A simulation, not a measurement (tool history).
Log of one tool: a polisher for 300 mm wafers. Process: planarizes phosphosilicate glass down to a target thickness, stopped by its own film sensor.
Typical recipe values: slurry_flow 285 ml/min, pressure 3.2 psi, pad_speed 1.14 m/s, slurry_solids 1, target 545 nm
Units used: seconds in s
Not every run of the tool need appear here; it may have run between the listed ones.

run   hour  slurry_flow  pressure  pad_speed  slurry_solids  target  wafers since the last listed run  wafers polished on this pad  hours since the slurry nozzle was cleaned  hours since the head pressure was calibrated  hours since the slurry blender was calibrated  hours since the conditioning disc was replaced  incoming thickness of the incoming film, nm  seconds
  1      0          285       3.7       1.14              1     545                                 0                          150                                        536                                           764                                            145                                           239.9                                       1398.6     96.6
  2    6.7          285       3.7       1.14              1     545                                74                          225                                      542.7                                         770.7                                          151.7                                           246.6                                       1413.7     98.5
  3     20          285       3.2       1.14              1     545                               148                          373                                        556                                           784                                            165                                           259.9                                       1407.4    111.1
  4   29.8          285       3.2       1.14              1     545                               109                          483                                      565.8                                         793.8                                          174.8                                           269.7                                       1402.1    112.6
      38.1  -- slurry blender recalibrated
  5   40.5          285       3.2       1.14              1     545                                97                          580                                      576.5                                         804.5                                            2.4                                           280.4                                       1401.3    111.4
  6   53.6          285       3.5       1.14              1     545                               146                          726                                      589.6                                         817.6                                           15.5                                           293.5                                       1398.9    101.8
  7   61.4          285       3.2       1.14              1     747                                87                          813                                      597.4                                         825.4                                           23.3                                           301.3                                       1440.1     89.8
  8   76.4          285       3.2       1.14              1     747                               167                          981                                      612.4                                         840.4                                           38.3                                           316.3                                       1423.6     88.9
  9   93.2          285       3.2       1.14              1     747                               187                         1168                                      629.2                                         857.2                                           55.1                                           333.1                                         1403     84.8
     104.6  -- worn pad replaced by a new one
 10  108.8          285       3.2       1.14           1.15     761                               129                           47                                      644.8                                         872.8                                           70.7                                           348.7                                         1390     76.4
     112.1  -- head pressure recalibrated
 11  115.6          285       3.2       1.14           1.15     761                                53                          100                                      651.6                                           3.5                                           77.5                                           355.5                                       1433.5     71.8
 12  127.5          285       2.6          1              1     545                               132                          233                                      663.5                                          15.4                                           89.4                                           367.4                                       1398.4    135.6
 13  137.9          285       3.2       1.14              1     387                               116                          349                                      673.9                                          25.8                                           99.8                                           377.8                                       1418.4    121.9
 14  147.4          355       3.2       1.14            1.2     545                               106                          456                                      683.4                                          35.3                                          109.3                                           387.3                                       1418.8     95.1
 15  158.2          285       2.9       1.14              1     545                               120                          576                                      694.2                                          46.1                                          120.1                                           398.1                                       1393.1    111.3
     184.6  -- conditioning disc replaced and pad reconditioned
 16  210.6          285       3.2       1.14              1     545                               562                         1139                                      746.6                                          98.5                                          172.5                                              26                                       1415.6    104.6
     212.1  -- slurry nozzle cleaned
     217.5  -- slurry blender recalibrated
 17  220.4          285       3.9       0.88              1     337                                75                         1215                                        8.3                                         108.3                                            2.9                                            35.8                                       1412.9    131.7
     225.9  -- worn pad replaced by a new one, of another model than before
 18  230.2          285       3.2       0.96              1     545                                64                           47                                       18.1                                         118.1                                           12.7                                            45.6                                       1395.5    110.8
 19  243.9          285       3.2       1.14              1     545                               152                          200                                       31.8                                         131.8                                           26.4                                            59.3                                       1419.5    105.4
 20  251.6          220       3.2       1.14              1     545                                85                          286                                       39.5                                         139.5                                           34.1                                              67                                       1412.8    110.4
 21  292.1          380       3.7       1.14              1     545                               452                          738                                         80                                           180                                           74.6                                           107.5                                         1418     91.1
 22  303.3          285       3.2       1.14              1     747                               125                          863                                       91.2                                         191.2                                           85.8                                           118.7                                       1421.1     80.6
 23  317.9          285       3.2       1.14              1     545                               163                         1026                                      105.8                                         205.8                                          100.4                                           133.3                                       1415.6    107.2

Entry by entry between the runs, the difference in hidden state between the last listed run before and the first listed run after:
Runs 4 to 5: slurry blender recalibrated (hour 38.1)
  the hidden state is the same at both runs
  measured value less the no-hidden-state value, seconds: +12.8 -> +12.7 s
Runs 9 to 10: worn pad replaced by a new one (hour 104.6)
  the hidden state is the same at both runs
  measured value less the no-hidden-state value, seconds: +9.8 -> +8.8 s
Runs 10 to 11: head pressure recalibrated (hour 112.1)
  deviation of the head's pressure from its setpoint, %: -11.6 -> -0.266
  measured value less the no-hidden-state value, seconds: +8.8 -> +0.2 s
Runs 15 to 16: conditioning disc replaced and pad reconditioned (hour 184.6)
  deviation of the head's pressure from its setpoint, %: -2.13 -> -4.04
  measured value less the no-hidden-state value, seconds: +2.4 -> +4.2 s
Runs 16 to 17: slurry nozzle cleaned (hour 212.1); slurry blender recalibrated (hour 217.5)
  deviation of the head's pressure from its setpoint, %: -4.04 -> -4.36
  measured value less the no-hidden-state value, seconds: +4.2 -> +5.7 s
Runs 17 to 18: worn pad replaced by a new one, of another model than before (hour 225.9)
  deviation of the head's pressure from its setpoint, %: -4.36 -> -4.67
  measured value less the no-hidden-state value, seconds: +5.7 -> +2.9 s

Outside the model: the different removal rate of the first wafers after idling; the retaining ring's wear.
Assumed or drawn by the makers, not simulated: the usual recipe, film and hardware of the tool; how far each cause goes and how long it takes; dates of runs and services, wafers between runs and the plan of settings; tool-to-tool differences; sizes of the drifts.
